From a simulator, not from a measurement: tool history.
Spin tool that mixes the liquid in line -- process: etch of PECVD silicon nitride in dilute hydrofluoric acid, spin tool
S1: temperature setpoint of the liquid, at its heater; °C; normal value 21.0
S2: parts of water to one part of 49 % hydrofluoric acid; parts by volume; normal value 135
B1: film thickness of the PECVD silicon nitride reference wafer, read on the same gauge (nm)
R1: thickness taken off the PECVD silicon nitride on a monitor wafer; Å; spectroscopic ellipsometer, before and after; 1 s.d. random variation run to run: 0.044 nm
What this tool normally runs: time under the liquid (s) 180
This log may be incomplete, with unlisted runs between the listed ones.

Run 1, hour 0.0: usual settings; B1 90.002. Result: R1 47.20 Å.
Run 2, hour 55.9: usual settings; B1 89.969. Result: R1 48.08 Å.
Run 3, hour 95.3: usual settings but S1 23.0 °C, S2 115 parts by volume; B1 90.041. Result: R1 63.91 Å.
Run 4, hour 125.6: usual settings; B1 89.977. Result: R1 47.28 Å.
Run 5, hour 182.6: usual settings; B1 90.043. Result: R1 47.53 Å.
Run 6, hour 247.6: usual settings; B1 90.038. Result: R1 47.60 Å.
Run 7, hour 319.5: usual settings; B1 90.019. Result: R1 46.91 Å.
Run 8, hour 358.1: usual settings; B1 89.934. Result: R1 47.38 Å.
Run 9, hour 552.4: usual settings but S1 23.5 °C, time under the liquid (s) 215; B1 90.049. Result: R1 66.03 Å.
At hour 556.4: gauge calibrated.
Run 10, hour 615.6: usual settings but time under the liquid (s) 230; B1 90.031. Result: R1 58.31 Å.
Run 11, hour 668.7: usual settings; B1 90.010. Result: R1 46.70 Å.
At hour 845.6: hydrofluoric acid flow meter replaced.
Run 12, hour 850.5: usual settings; B1 90.003. Result: R1 48.06 Å.
Run 13, hour 889.2: usual settings but S2 70 parts by volume; B1 90.033. Result: R1 92.19 Å.
Run 14, hour 913.5: usual settings but S1 17.0 °C, S2 75 parts by volume; B1 89.974. Result: R1 64.28 Å.
At hour 959.3: thermometer replaced.
Run 15, hour 961.9: usual settings but S1 23.0 °C; B1 90.032. Result: R1 54.23 Å.
Run 16, hour 994.0: usual settings but time under the liquid (s) 145; B1 89.993. Result: R1 38.95 Å.
Run 17, hour 1020.1: usual settings but S1 25.5 °C, S2 180 parts by volume, time under the liquid (s) 250; B1 90.053. Result: R1 67.01 Å.
Run 18, hour 1075.5: usual settings but S1 25.5 °C; B1 89.998. Result: R1 64.04 Å.
Run 19, hour 1138.9: usual settings; B1 89.992. Result: R1 47.97 Å.
Run 20, hour 1178.3: usual settings but S1 25.5 °C, time under the liquid (s) 70; B1 90.046. Result: R1 24.62 Å.
Run 21, hour 1394.3: usual settings but time under the liquid (s) 125; B1 90.054. Result: R1 32.67 Å.
Run 22, hour 1463.6: usual settings but S1 24.0 °C, time under the liquid (s) 255; B1 89.949. Result: R1 81.44 Å.

Per-run results on a tool with no hidden state, each run keeping its own random variation:
Hidden conditions of the tool in this case: liquid colder than its thermometer reads (K); hydrofluoric acid flow below the setpoint (%); gauge reads high (%).
run     R1
  1  47.98
  2  48.96
  3  65.17
  4  48.25
  5  48.58
  6  48.76
  7  48.15
  8  48.70
  9  68.30
 10  60.42
 11  48.47
 12  48.22
 13  92.62
 14  64.62
 15  54.60
 16  39.25
 17  67.60
 18  64.72
 19  48.56
 20  24.96
 21  33.33
 22  83.30
